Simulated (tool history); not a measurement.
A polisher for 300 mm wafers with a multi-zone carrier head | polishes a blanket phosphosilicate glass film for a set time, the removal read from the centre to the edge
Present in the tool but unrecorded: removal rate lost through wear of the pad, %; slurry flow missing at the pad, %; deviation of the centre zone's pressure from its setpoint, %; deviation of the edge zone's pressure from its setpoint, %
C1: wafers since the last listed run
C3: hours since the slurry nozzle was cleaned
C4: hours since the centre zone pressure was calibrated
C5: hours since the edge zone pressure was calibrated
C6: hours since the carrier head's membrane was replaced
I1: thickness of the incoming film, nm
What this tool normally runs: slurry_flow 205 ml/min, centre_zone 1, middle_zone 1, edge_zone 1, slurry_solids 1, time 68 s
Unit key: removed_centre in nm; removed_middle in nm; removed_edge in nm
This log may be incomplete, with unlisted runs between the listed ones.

run 1 hour=0 | slurry_flow=205 centre_zone=1 middle_zone=1 edge_zone=1 slurry_solids=1 time=68 | C1=0 wafers_polished_on_this_pad=446 C3=120.9 C4=306.1 C5=300.1 C6=1037.3 | I1=3143.7 | removed_centre=442.3 removed_middle=439 removed_edge=448.1
run 2 hour=58.2 | slurry_flow=205 centre_zone=1 middle_zone=1 edge_zone=1 slurry_solids=1 time=68 | C1=639 wafers_polished_on_this_pad=1086 C3=179.1 C4=364.3 C5=358.3 C6=1095.5 | I1=3133.8 | removed_centre=435.6 removed_middle=433.2 removed_edge=442.7
run 3 hour=94.3 | slurry_flow=205 centre_zone=1 middle_zone=1 edge_zone=1 slurry_solids=1 time=68 | C1=396 wafers_polished_on_this_pad=1482 C3=215.2 C4=400.4 C5=394.4 C6=1131.6 | I1=3124 | removed_centre=434.6 removed_middle=425.5 removed_edge=441
run 4 hour=130.2 | slurry_flow=205 centre_zone=1 middle_zone=1 edge_zone=1 slurry_solids=1 time=68 | C1=394 wafers_polished_on_this_pad=1876 C3=251.1 C4=436.3 C5=430.3 C6=1167.5 | I1=3156.1 | removed_centre=434.3 removed_middle=418.2 removed_edge=440.8
run 5 hour=165.9 | slurry_flow=205 centre_zone=1 middle_zone=1 edge_zone=1 slurry_solids=1 time=68 | C1=392 wafers_polished_on_this_pad=2268 C3=286.8 C4=472 C5=466 C6=1203.2 | I1=3167.9 | removed_centre=435 removed_middle=429.6 removed_edge=441.3
-- hour=211.4 worn pad replaced by a new one
run 6 hour=211.9 | slurry_flow=205 centre_zone=1 middle_zone=1 edge_zone=0.94 slurry_solids=1.2 time=68 | C1=461 wafers_polished_on_this_pad=5 C3=332.8 C4=518 C5=512 C6=1249.2 | I1=3114.6 | removed_centre=487.6 removed_middle=473 removed_edge=479.3
run 7 hour=263.2 | slurry_flow=205 centre_zone=1 middle_zone=1 edge_zone=0.95 slurry_solids=1 time=68 | C1=563 wafers_polished_on_this_pad=568 C3=384.1 C4=569.3 C5=563.3 C6=1300.5 | I1=3130.8 | removed_centre=445.7 removed_middle=435.6 removed_edge=437.8
run 8 hour=333.2 | slurry_flow=205 centre_zone=1 middle_zone=1 edge_zone=0.95 slurry_solids=1 time=68 | C1=768 wafers_polished_on_this_pad=1337 C3=454.1 C4=639.3 C5=633.3 C6=1370.5 | I1=3145.9 | removed_centre=429.7 removed_middle=426.8 removed_edge=435.8
-- hour=346.5 slurry nozzle cleaned
run 9 hour=367 | slurry_flow=205 centre_zone=1 middle_zone=1 edge_zone=0.95 slurry_solids=1 time=68 | C1=360 wafers_polished_on_this_pad=1697 C3=20.5 C4=673.1 C5=667.1 C6=1404.3 | I1=3104.7 | removed_centre=430.7 removed_middle=425 removed_edge=430
-- hour=400.4 carrier head's membrane replaced by a new one
run 10 hour=425.1 | slurry_flow=205 centre_zone=1 middle_zone=1 edge_zone=0.95 slurry_solids=1 time=68 | C1=583 wafers_polished_on_this_pad=2280 C3=78.6 C4=731.2 C5=725.2 C6=24.7 | I1=3110.5 | removed_centre=431.4 removed_middle=425.8 removed_edge=430.2
-- hour=478 worn pad replaced by a new one
run 11 hour=489.1 | slurry_flow=205 centre_zone=1 middle_zone=1 edge_zone=1 slurry_solids=1 time=68 | C1=658 wafers_polished_on_this_pad=121 C3=142.6 C4=795.2 C5=789.2 C6=88.7 | I1=3170.9 | removed_centre=448.8 removed_middle=441.2 removed_edge=454.9
run 12 hour=560.8 | slurry_flow=235 centre_zone=1.06 middle_zone=1.06 edge_zone=0.91 slurry_solids=1 time=68 | C1=787 wafers_polished_on_this_pad=908 C3=214.3 C4=866.9 C5=860.9 C6=160.4 | I1=3133.5 | removed_centre=466.8 removed_middle=461.4 removed_edge=427.2
run 13 hour=592.8 | slurry_flow=205 centre_zone=0.89 middle_zone=1 edge_zone=0.9 slurry_solids=1 time=68 | C1=351 wafers_polished_on_this_pad=1260 C3=246.3 C4=898.9 C5=892.9 C6=192.4 | I1=3128.9 | removed_centre=387.9 removed_middle=435 removed_edge=421.7
run 14 hour=659.5 | slurry_flow=205 centre_zone=1 middle_zone=1 edge_zone=0.96 slurry_solids=0.9 time=68 | C1=732 wafers_polished_on_this_pad=1992 C3=313 C4=965.6 C5=959.6 C6=259.1 | I1=3148 | removed_centre=419.8 removed_middle=406.4 removed_edge=417.5
run 15 hour=687 | slurry_flow=140 centre_zone=1.06 middle_zone=0.97 edge_zone=1 slurry_solids=1 time=68 | C1=302 wafers_polished_on_this_pad=2294 C3=340.5 C4=993.1 C5=987.1 C6=286.6 | I1=3083.7 | removed_centre=432.8 removed_middle=391.2 removed_edge=427.5
-- hour=723.7 worn pad replaced by a new one
-- hour=743.5 centre zone pressure recalibrated
run 16 hour=744.1 | slurry_flow=155 centre_zone=1 middle_zone=1.05 edge_zone=1.11 slurry_solids=1.1 time=68 | C1=561 wafers_polished_on_this_pad=201 C3=397.6 C4=0.6 C5=1044.2 C6=343.7 | I1=3181.3 | removed_centre=443 removed_middle=461.5 removed_edge=493.2
-- hour=751.3 edge zone pressure recalibrated
run 17 hour=773.3 | slurry_flow=205 centre_zone=1 middle_zone=1 edge_zone=1 slurry_solids=1 time=68 | C1=298 wafers_polished_on_this_pad=500 C3=426.8 C4=29.8 C5=22 C6=372.9 | I1=3170.8 | removed_centre=439.1 removed_middle=432.6 removed_edge=443.4
-- hour=785 slurry nozzle cleaned
run 18 hour=819.7 | slurry_flow=255 centre_zone=1.09 middle_zone=1 edge_zone=1 slurry_solids=1.25 time=68 | C1=498 wafers_polished_on_this_pad=999 C3=34.7 C4=76.2 C5=68.4 C6=419.3 | I1=3157.1 | removed_centre=519.8 removed_middle=477.3 removed_edge=488.1
run 19 hour=863.4 | slurry_flow=205 centre_zone=1 middle_zone=1.07 edge_zone=1.08 slurry_solids=1.1 time=51 | C1=479 wafers_polished_on_this_pad=1478 C3=78.4 C4=119.9 C5=112.1 C6=463 | I1=3152 | removed_centre=338.8 removed_middle=347.9 removed_edge=351.6
run 20 hour=908 | slurry_flow=260 centre_zone=0.88 middle_zone=1 edge_zone=1 slurry_solids=1 time=79 | C1=489 wafers_polished_on_this_pad=1968 C3=123 C4=164.5 C5=156.7 C6=507.6 | I1=3115.6 | removed_centre=453.4 removed_middle=497.8 removed_edge=506.8
run 21 hour=976.3 | slurry_flow=205 centre_zone=1 middle_zone=1 edge_zone=1 slurry_solids=1.3 time=68 | C1=750 wafers_polished_on_this_pad=2718 C3=191.3 C4=232.8 C5=225 C6=575.9 | I1=3104.2 | removed_centre=466.5 removed_middle=467.4 removed_edge=481.2
-- hour=1003.5 worn pad replaced by a new one
run 22 hour=1032.7 | slurry_flow=205 centre_zone=0.96 middle_zone=1 edge_zone=1 slurry_solids=0.75 time=68 | C1=575 wafers_polished_on_this_pad=320 C3=247.7 C4=289.2 C5=281.4 C6=632.3 | I1=3159.2 | removed_centre=380.9 removed_middle=385.2 removed_edge=405.3

Some steps in removed_centre, run to run, broken into two amounts with sign: the step expected even without the hidden condition (settings, incoming material, random variation), and the rest, left for the hidden condition together with whatever gauge scatter is not in both the measured and the hidden-condition-free result:
Run 5 -> 6: edge_zone 1 -> 0.94, slurry_solids 1 -> 1.2, worn pad replaced by a new one. removed_centre +52.6 nm: hidden state +20.6, all else +32.
Run 18 -> 19: slurry_flow 255 -> 205, centre_zone 1.09 -> 1, middle_zone 1 -> 1.07, edge_zone 1 -> 1.08, slurry_solids 1.25 -> 1.1, time 68 -> 51. removed_centre -181 nm: hidden state +6.2, all else -187.2.
Run 19 -> 20: slurry_flow 205 -> 260, centre_zone 1 -> 0.88, middle_zone 1.07 -> 1, edge_zone 1.08 -> 1, slurry_solids 1.1 -> 1, time 51 -> 79. removed_centre +114.6 nm: hidden state -8.4, all else +123.
Run 21 -> 22: centre_zone 1 -> 0.96, slurry_solids 1.3 -> 0.75, worn pad replaced by a new one. removed_centre -85.6 nm: hidden state +21.1, all else -106.7.
